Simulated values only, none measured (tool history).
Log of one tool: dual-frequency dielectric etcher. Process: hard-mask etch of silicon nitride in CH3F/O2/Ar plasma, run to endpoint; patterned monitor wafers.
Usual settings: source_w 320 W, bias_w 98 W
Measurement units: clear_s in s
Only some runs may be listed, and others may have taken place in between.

| run | hour | source_w | bias_w | wafers since the last listed run | hours since the last wet clean | hours since the last source power generator calibration | hours since the last bias power generator calibration | hours since the last upper electrode change | incoming incoming film thickness, nm | clear_s |
|---|---|---|---|---|---|---|---|---|---|---|
| 1 | 0.0 | 320 | 98 | 0 | 230.9 | 1860.4 | 2024.4 | 4273.6 | 49.47 | 74.2 |
| 2 | 64.2 | 320 | 98 | 957 | 295.1 | 1924.6 | 2088.6 | 4337.8 | 50.17 | 74.4 |
| 3 | 94.0 | 320 | 82 | 444 | 324.9 | 1954.4 | 2118.4 | 4367.6 | 49.57 | 78.9 |
| 4 | 155.4 | 380 | 98 | 916 | 386.3 | 2015.8 | 2179.8 | 4429.0 | 49.71 | 68.8 |
| 5 | 198.0 | 260 | 98 | 635 | 428.9 | 2058.4 | 2222.4 | 4471.6 | 49.95 | 77.0 |
|  | 263.6 | wet clean of the chamber |
| 6 | 269.7 | 260 | 98 | 711 | 6.1 | 2130.1 | 2294.1 | 4543.3 | 49.70 | 79.6 |
| 7 | 302.6 | 260 | 98 | 490 | 39.0 | 2163.0 | 2327.0 | 4576.2 | 49.92 | 80.8 |
| 8 | 327.6 | 320 | 114 | 373 | 64.0 | 2188.0 | 2352.0 | 4601.2 | 49.96 | 69.9 |
| 9 | 383.0 | 320 | 116 | 826 | 119.4 | 2243.4 | 2407.4 | 4656.6 | 49.63 | 69.4 |
|  | 417.6 | upper electrode replaced |
| 10 | 431.3 | 320 | 116 | 362 | 167.7 | 2291.7 | 2455.7 | 13.7 | 49.55 | 68.5 |
| 11 | 461.6 | 280 | 105 | 452 | 198.0 | 2322.0 | 2486.0 | 44.0 | 49.47 | 73.9 |
| 12 | 663.1 | 320 | 98 | 3006 | 399.5 | 2523.5 | 2687.5 | 245.5 | 49.76 | 71.8 |
| 13 | 692.4 | 320 | 111 | 437 | 428.8 | 2552.8 | 2716.8 | 274.8 | 49.84 | 68.2 |
|  | 725.5 | source power generator calibrated |
|  | 726.0 | wet clean of the chamber |
|  | 775.5 | bias power generator calibrated |
| 14 | 843.7 | 280 | 84 | 2129 | 117.7 | 118.2 | 68.2 | 426.1 | 49.85 | 84.1 |
| 15 | 893.8 | 360 | 88 | 747 | 167.8 | 168.3 | 118.3 | 476.2 | 49.66 | 74.7 |
| 16 | 938.2 | 260 | 76 | 662 | 212.2 | 212.7 | 162.7 | 520.6 | 49.80 | 87.1 |
| 17 | 964.5 | 280 | 84 | 392 | 238.5 | 239.0 | 189.0 | 546.9 | 49.90 | 82.4 |
| 18 | 1015.0 | 240 | 110 | 753 | 289.0 | 289.5 | 239.5 | 597.4 | 50.08 | 76.6 |
| 19 | 1072.5 | 250 | 87 | 857 | 346.5 | 347.0 | 297.0 | 654.9 | 50.38 | 83.3 |
| 20 | 1122.7 | 370 | 98 | 749 | 396.7 | 397.2 | 347.2 | 705.1 | 49.75 | 69.1 |
| 21 | 1179.6 | 260 | 120 | 849 | 453.6 | 454.1 | 404.1 | 762.0 | 49.11 | 68.5 |

For each entry between runs, how does the tool's hidden state at the last listed run before it compare with that at the first listed run after it?
In the gap between runs 5 and 6: wet clean of the chamber (hour 263.6)
  etch rate over this chamber's usual, %: 3.3 -> -0.633
  measured value less the no-hidden-state value, clear_s: -2.5 -> +0.5 s
In the gap between runs 9 and 10: upper electrode replaced (hour 417.6)
  etch rate over this chamber's usual, %: 0.572 -> 1.09
  measured value less the no-hidden-state value, clear_s: -0.4 -> -0.8 s
In the gap between runs 13 and 14: source power generator calibrated (hour 725.5); wet clean of the chamber (hour 726.0); bias power generator calibrated (hour 775.5)
  etch rate over this chamber's usual, %: 3.86 -> 0.762
  measured value less the no-hidden-state value, clear_s: -2.6 -> -0.7 s
